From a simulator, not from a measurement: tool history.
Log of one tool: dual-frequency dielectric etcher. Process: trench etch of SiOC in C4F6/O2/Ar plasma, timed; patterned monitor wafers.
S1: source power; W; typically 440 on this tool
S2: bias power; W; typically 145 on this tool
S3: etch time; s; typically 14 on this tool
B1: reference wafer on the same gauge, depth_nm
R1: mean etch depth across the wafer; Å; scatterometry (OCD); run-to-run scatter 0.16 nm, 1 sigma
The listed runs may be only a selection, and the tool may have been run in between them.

| run | hour | S1 | S2 | S3 | B1 | R1 |
|---|---|---|---|---|---|---|
| 1 | 0 | 440 | 126 | 16.5 | 26.3 | 285.9 |
|  | 40.4 | wet clean of the chamber |
| 2 | 40.9 | 440 | 126 | 16.5 | 26.31 | 296.4 |
| 3 | 88.4 | 440 | 126 | 16.5 | 26.31 | 295.2 |
| 4 | 113.5 | 440 | 145 | 14 | 26.31 | 261.2 |
| 5 | 154.9 | 440 | 145 | 14 | 26.3 | 257.2 |
| 6 | 201.4 | 440 | 145 | 14 | 26.31 | 258.7 |
| 7 | 226 | 440 | 145 | 14 | 26.33 | 259.5 |
| 8 | 281.7 | 440 | 145 | 14 | 26.29 | 256.4 |
| 9 | 346.5 | 440 | 145 | 14 | 26.32 | 257 |
| 10 | 372.6 | 440 | 165 | 16.5 | 26.3 | 314.5 |
|  | 387.1 | bias power generator calibrated |
|  | 449.6 | wet clean of the chamber |
| 11 | 450.1 | 440 | 145 | 14 | 26.31 | 261.8 |
| 12 | 487.1 | 440 | 145 | 14 | 26.28 | 257.2 |
| 13 | 528.6 | 440 | 145 | 14 | 26.33 | 258.1 |
| 14 | 594.4 | 440 | 145 | 14 | 26.31 | 256.4 |
| 15 | 621.2 | 440 | 173 | 14 | 26.3 | 266.4 |
|  | 655.7 | upper electrode replaced |
|  | 661.6 | gauge calibrated |
| 16 | 677.2 | 440 | 145 | 14 | 26.31 | 255 |
| 17 | 730.5 | 410 | 145 | 17 | 26.31 | 292.3 |
| 18 | 801.1 | 440 | 145 | 12 | 26.33 | 218.9 |
|  | 805.9 | source power generator calibrated |
| 19 | 844.2 | 540 | 132 | 12.5 | 26.29 | 247.9 |
|  | 915.3 | wet clean of the chamber |
| 20 | 915.8 | 440 | 145 | 14 | 26.31 | 260.3 |
| 21 | 941.5 | 400 | 145 | 13 | 26.28 | 225.9 |
| 22 | 976.7 | 440 | 145 | 11.5 | 26.28 | 215.2 |
| 23 | 1017.9 | 340 | 145 | 14 | 26.28 | 220.4 |
| 24 | 1081.8 | 360 | 123 | 16 | 26.31 | 248.2 |
| 25 | 1115.7 | 540 | 178 | 14 | 26.33 | 308.8 |

Alternative continuations, all from the tool just after run 25; predict every row:
| A | 1116.1 | 440 | 145 | 14 | ? | ? |
| B | 1116.1 | 440 | 129 | 14 | ? | ? |
| C | 1116.1 | 360 | 145 | 14 | ? | ? |
| D | 1116.1 | 340 | 129 | 17.5 | ? | ? |

| run | B1 | R1 |
|---|---|---|
| A | 26.28 | 256.8 |
| B | 26.28 | 248.8 |
| C | 26.28 | 225.9 |
| D | 26.28 | 262.7 |
The same runs, with their run-to-run variation unchanged, on a tool lacking any hidden condition would have given:
| run | R1 |
|---|---|
| A | 261.3 |
| B | 253.2 |
| C | 229.8 |
| D | 267.2 |
